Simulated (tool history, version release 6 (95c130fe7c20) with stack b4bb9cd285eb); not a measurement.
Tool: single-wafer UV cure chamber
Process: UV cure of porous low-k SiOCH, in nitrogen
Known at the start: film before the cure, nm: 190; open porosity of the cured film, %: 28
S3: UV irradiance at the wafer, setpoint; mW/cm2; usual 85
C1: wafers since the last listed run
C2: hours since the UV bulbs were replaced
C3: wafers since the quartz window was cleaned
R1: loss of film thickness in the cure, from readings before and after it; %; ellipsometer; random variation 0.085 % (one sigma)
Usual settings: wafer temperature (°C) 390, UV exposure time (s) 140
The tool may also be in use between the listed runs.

{"run": 1, "hour": 0.0, "wafer temperature (°C)": 390, "UV exposure time (s)": 140, "S3": 85, "C1": 0, "C2": 781.3, "C3": 3079, "R1": 9.71}
{"run": 2, "hour": 74.2, "wafer temperature (°C)": 390, "UV exposure time (s)": 140, "S3": 85, "C1": 481, "C2": 855.5, "C3": 3561, "R1": 9.732}
{"hour": 102.1, "done": "quartz window cleaned"}
{"run": 3, "hour": 219.1, "wafer temperature (°C)": 390, "UV exposure time (s)": 140, "S3": 85, "C1": 888, "C2": 1000.4, "C3": 759, "R1": 10.129}
{"run": 4, "hour": 304.8, "wafer temperature (°C)": 390, "UV exposure time (s)": 140, "S3": 85, "C1": 556, "C2": 1086.1, "C3": 1315, "R1": 10.078}
{"run": 5, "hour": 379.6, "wafer temperature (°C)": 390, "UV exposure time (s)": 140, "S3": 85, "C1": 485, "C2": 1160.9, "C3": 1801, "R1": 9.923}
{"run": 6, "hour": 482.8, "wafer temperature (°C)": 390, "UV exposure time (s)": 140, "S3": 85, "C1": 669, "C2": 1264.1, "C3": 2471, "R1": 9.886}
{"run": 7, "hour": 526.2, "wafer temperature (°C)": 396, "UV exposure time (s)": 140, "S3": 85, "C1": 281, "C2": 1307.5, "C3": 2753, "R1": 9.845}
{"run": 8, "hour": 587.0, "wafer temperature (°C)": 396, "UV exposure time (s)": 140, "S3": 85, "C1": 394, "C2": 1368.3, "C3": 3147, "R1": 9.951}
{"run": 9, "hour": 678.7, "wafer temperature (°C)": 390, "UV exposure time (s)": 175, "S3": 76, "C1": 595, "C2": 1460.0, "C3": 3743, "R1": 10.142}
{"hour": 694.1, "done": "quartz window cleaned"}
{"run": 10, "hour": 748.6, "wafer temperature (°C)": 390, "UV exposure time (s)": 140, "S3": 85, "C1": 401, "C2": 1529.9, "C3": 353, "R1": 10.244}
{"run": 11, "hour": 916.0, "wafer temperature (°C)": 390, "UV exposure time (s)": 140, "S3": 85, "C1": 1086, "C2": 1697.3, "C3": 1440, "R1": 9.792}
{"run": 12, "hour": 958.5, "wafer temperature (°C)": 390, "UV exposure time (s)": 140, "S3": 85, "C1": 275, "C2": 1739.8, "C3": 1716, "R1": 9.686}
{"run": 13, "hour": 1016.1, "wafer temperature (°C)": 390, "UV exposure time (s)": 140, "S3": 85, "C1": 373, "C2": 1797.4, "C3": 2090, "R1": 9.672}
{"hour": 1070.0, "done": "UV bulbs replaced"}
{"run": 14, "hour": 1103.4, "wafer temperature (°C)": 390, "UV exposure time (s)": 170, "S3": 85, "C1": 514, "C2": 33.4, "C3": 2604, "R1": 10.556}
{"run": 15, "hour": 1177.4, "wafer temperature (°C)": 390, "UV exposure time (s)": 120, "S3": 85, "C1": 480, "C2": 107.4, "C3": 3085, "R1": 8.957}
{"run": 16, "hour": 1222.2, "wafer temperature (°C)": 390, "UV exposure time (s)": 140, "S3": 85, "C1": 290, "C2": 152.2, "C3": 3376, "R1": 9.536}
{"run": 17, "hour": 1275.3, "wafer temperature (°C)": 390, "UV exposure time (s)": 140, "S3": 85, "C1": 344, "C2": 205.3, "C3": 3720, "R1": 9.479}
{"hour": 1433.7, "done": "quartz window cleaned"}
{"run": 18, "hour": 1483.2, "wafer temperature (°C)": 390, "UV exposure time (s)": 140, "S3": 85, "C1": 1297, "C2": 413.2, "C3": 321, "R1": 10.33}
{"run": 19, "hour": 1557.7, "wafer temperature (°C)": 390, "UV exposure time (s)": 140, "S3": 85, "C1": 483, "C2": 487.7, "C3": 805, "R1": 10.24}
{"run": 20, "hour": 1657.4, "wafer temperature (°C)": 390, "UV exposure time (s)": 140, "S3": 57, "C1": 647, "C2": 587.4, "C3": 1452, "R1": 8.102}
{"run": 21, "hour": 1749.0, "wafer temperature (°C)": 390, "UV exposure time (s)": 70, "S3": 85, "C1": 594, "C2": 679.0, "C3": 2047, "R1": 6.85}
{"run": 22, "hour": 1813.0, "wafer temperature (°C)": 390, "UV exposure time (s)": 205, "S3": 85, "C1": 415, "C2": 743.0, "C3": 2462, "R1": 11.509}
{"run": 23, "hour": 1864.0, "wafer temperature (°C)": 390, "UV exposure time (s)": 170, "S3": 85, "C1": 331, "C2": 794.0, "C3": 2793, "R1": 10.765}
{"run": 24, "hour": 1906.9, "wafer temperature (°C)": 408, "UV exposure time (s)": 180, "S3": 85, "C1": 278, "C2": 836.9, "C3": 3072, "R1": 11.203}
{"run": 25, "hour": 2005.9, "wafer temperature (°C)": 372, "UV exposure time (s)": 105, "S3": 60, "C1": 642, "C2": 935.9, "C3": 3714, "R1": 6.545}
{"run": 26, "hour": 2091.1, "wafer temperature (°C)": 390, "UV exposure time (s)": 75, "S3": 107, "C1": 553, "C2": 1021.1, "C3": 4267, "R1": 7.882}
{"hour": 2141.3, "done": "quartz window cleaned"}
{"run": 27, "hour": 2183.7, "wafer temperature (°C)": 390, "UV exposure time (s)": 105, "S3": 104, "C1": 549, "C2": 1113.7, "C3": 275, "R1": 9.902}
{"run": 28, "hour": 2287.6, "wafer temperature (°C)": 404, "UV exposure time (s)": 110, "S3": 70, "C1": 674, "C2": 1217.6, "C3": 949, "R1": 8.285}
{"run": 29, "hour": 2387.5, "wafer temperature (°C)": 390, "UV exposure time (s)": 140, "S3": 85, "C1": 648, "C2": 1317.5, "C3": 1598, "R1": 9.771}
{"run": 30, "hour": 2423.8, "wafer temperature (°C)": 408, "UV exposure time (s)": 140, "S3": 85, "C1": 235, "C2": 1353.8, "C3": 1833, "R1": 10.1}
{"run": 31, "hour": 2485.3, "wafer temperature (°C)": 382, "UV exposure time (s)": 60, "S3": 85, "C1": 399, "C2": 1415.3, "C3": 2233, "R1": 5.954}
{"hour": 2542.9, "done": "UV bulbs replaced"}
{"run": 32, "hour": 2584.1, "wafer temperature (°C)": 390, "UV exposure time (s)": 140, "S3": 85, "C1": 589, "C2": 41.2, "C3": 2822, "R1": 9.74}
{"run": 33, "hour": 2682.0, "wafer temperature (°C)": 390, "UV exposure time (s)": 140, "S3": 58, "C1": 635, "C2": 139.1, "C3": 3458, "R1": 8.011}
{"run": 34, "hour": 2773.9, "wafer temperature (°C)": 390, "UV exposure time (s)": 70, "S3": 85, "C1": 596, "C2": 231.0, "C3": 4054, "R1": 6.559}
{"hour": 2795.5, "done": "quartz window cleaned"}
{"run": 35, "hour": 2832.6, "wafer temperature (°C)": 374, "UV exposure time (s)": 210, "S3": 85, "C1": 329, "C2": 289.7, "C3": 241, "R1": 11.827}
{"run": 36, "hour": 2910.4, "wafer temperature (°C)": 383, "UV exposure time (s)": 170, "S3": 54, "C1": 505, "C2": 367.5, "C3": 746, "R1": 8.692}
{"run": 37, "hour": 3011.1, "wafer temperature (°C)": 407, "UV exposure time (s)": 80, "S3": 108, "C1": 653, "C2": 468.2, "C3": 1399, "R1": 8.733}
{"run": 38, "hour": 3310.8, "wafer temperature (°C)": 400, "UV exposure time (s)": 210, "S3": 101, "C1": 1945, "C2": 767.9, "C3": 3345, "R1": 12.432}

The same runs without the tool's hidden state, with the same run-to-run variation:
The hidden state here: lamp output below its setpoint, %; transmission lost against a clean window, %.
run=1 R1=10.612
run=2 R1=10.674
run=3 R1=10.535
run=4 R1=10.672
run=5 R1=10.628
run=6 R1=10.703
run=7 R1=10.686
run=8 R1=10.842
run=9 R1=11.061
run=10 R1=10.605
run=11 R1=10.552
run=12 R1=10.508
run=13 R1=10.569
run=14 R1=11.551
run=15 R1=9.983
run=16 R1=10.582
run=17 R1=10.542
run=18 R1=10.506
run=19 R1=10.628
run=20 R1=8.663
run=21 R1=7.510
run=22 R1=12.290
run=23 R1=11.584
run=24 R1=12.047
run=25 R1=7.347
run=26 R1=8.748
run=27 R1=10.103
run=28 R1=8.759
run=29 R1=10.435
run=30 R1=10.820
run=31 R1=6.657
run=32 R1=10.610
run=33 R1=8.910
run=34 R1=7.436
run=35 R1=12.050
run=36 R1=9.129
run=37 R1=9.382
run=38 R1=13.420
